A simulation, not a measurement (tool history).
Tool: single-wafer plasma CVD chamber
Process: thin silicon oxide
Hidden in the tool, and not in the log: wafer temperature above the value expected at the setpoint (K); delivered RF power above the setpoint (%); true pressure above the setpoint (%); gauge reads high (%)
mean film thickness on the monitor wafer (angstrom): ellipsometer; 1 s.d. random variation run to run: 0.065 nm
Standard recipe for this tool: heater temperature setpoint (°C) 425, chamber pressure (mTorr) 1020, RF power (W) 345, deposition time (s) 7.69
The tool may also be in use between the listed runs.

run     day  heater temperature setpoint (°C)  chamber pressure (mTorr)  RF power (W)  deposition time (s)  wafers since the last listed run  hours since the last thermocouple change  hours since the last RF generator calibration  hours since the last manometer calibration  hours since the showerhead was replaced  hours since the gauge calibration  read-back reference wafer on the same gauge, thickness_nm  mean film thickness on the monitor wafer (angstrom)
  1   0.000                               425                      1020           345                 8.28                                 0                                     740.2                                         1587.0                                      2464.4                                   2942.3                              287.1                                                     21.319                                               203.03
  2   1.883                               425                      1020           345                 7.69                              1334                                     785.4                                         1632.2                                      2509.6                                   2987.5                              332.3                                                     21.300                                               187.08
  3   6.200                               425                      1020           375                 7.69                              3058                                     889.0                                         1735.8                                      2613.2                                   3091.1                              435.9                                                     21.327                                               195.10
  4   8.758                               425                      1020           375                 7.69                              1812                                     950.4                                         1797.2                                      2674.6                                   3152.5                              497.3                                                     21.280                                               193.66
  5  11.625                               425                      1020           375                 7.69                              2031                                    1019.2                                         1866.0                                      2743.4                                   3221.3                              566.1                                                     21.280                                               194.50
  6  13.454                               425                      1100           345                 6.68                              1296                                    1063.1                                         1909.9                                      2787.3                                   3265.2                              610.0                                                     21.293                                               172.07
  7  15.275                               429                      1020           345                 7.69                              1290                                    1106.8                                         1953.6                                      2831.0                                   3308.9                              653.7                                                     21.306                                               185.63
  8  17.646                               429                      1020           345                 7.69                              1679                                    1163.7                                         2010.5                                      2887.9                                   3365.8                              710.6                                                     21.303                                               185.57
  9  18.817                               425                      1020           345                 7.69                               829                                    1191.8                                         2038.6                                      2916.0                                   3393.9                              738.7                                                     21.303                                               187.14
 10  21.604                               425                       860           345                 7.25                              1975                                    1258.7                                         2105.5                                      2982.9                                   3460.8                              805.6                                                     21.277                                               150.33
     22.367  -- gauge calibrated
     22.496  -- capacitance manometer re-zeroed and calibrated
     24.504  -- showerhead replaced
 11  24.525                               411                      1020           375                 7.69                              1597                                    1328.8                                         2175.6                                        48.7                                      0.5                               51.8                                                     21.311                                               194.65
     26.533  -- thermocouple changed; heater temperature recalibrated
 12  27.042                               425                      1020           325                 6.92                              1546                                      12.2                                         2236.0                                       109.1                                     60.9                              112.2                                                     21.296                                               162.79
     28.421  -- RF generator calibrated
 13  29.571                               412                       820           365                 6.38                              1555                                      72.9                                           27.6                                       169.8                                    121.6                              172.9                                                     21.283                                               134.07
 14  30.933                               420                       780           345                 7.69                               965                                     105.6                                           60.3                                       202.5                                    154.3                              205.6                                                     21.308                                               149.54
 15  32.071                               425                      1020           345                 7.69                               805                                     132.9                                           87.6                                       229.8                                    181.6                              232.9                                                     21.304                                               193.51
 16  34.296                               425                      1240           300                 8.31                              1576                                     186.3                                          141.0                                       283.2                                    235.0                              286.3                                                     21.275                                               223.32
 17  35.596                               425                      1020           345                 7.69                               921                                     217.5                                          172.2                                       314.4                                    266.2                              317.5                                                     21.302                                               192.39

Consider 3 possible next runs. They are alternatives, not a sequence: every one starts from the tool as it was left by run 17. What does each give?
  A  35.612                               425                      1180           345                 7.69                                11                                     217.9                                          172.6                                       314.8                                    266.6                              317.9                                                          ?                                                    ?
  B  35.612                               425                      1080           345                 6.29                                11                                     217.9                                          172.6                                       314.8                                    266.6                              317.9                                                          ?                                                    ?
  C  35.612                               425                      1020           405                 7.03                                11                                     217.9                                          172.6                                       314.8                                    266.6                              317.9                                                          ?                                                    ?

run  read-back reference wafer on the same gauge, thickness_nm  mean film thickness on the monitor wafer (angstrom)
  A                                                     21.292                                               216.17
  B                                                     21.292                                               165.68
  C                                                     21.292                                               188.89
Had the tool no hidden state, the same runs would have come out as:
run  mean film thickness on the monitor wafer (angstrom)
  A                                               217.19
  B                                               166.46
  C                                               189.70

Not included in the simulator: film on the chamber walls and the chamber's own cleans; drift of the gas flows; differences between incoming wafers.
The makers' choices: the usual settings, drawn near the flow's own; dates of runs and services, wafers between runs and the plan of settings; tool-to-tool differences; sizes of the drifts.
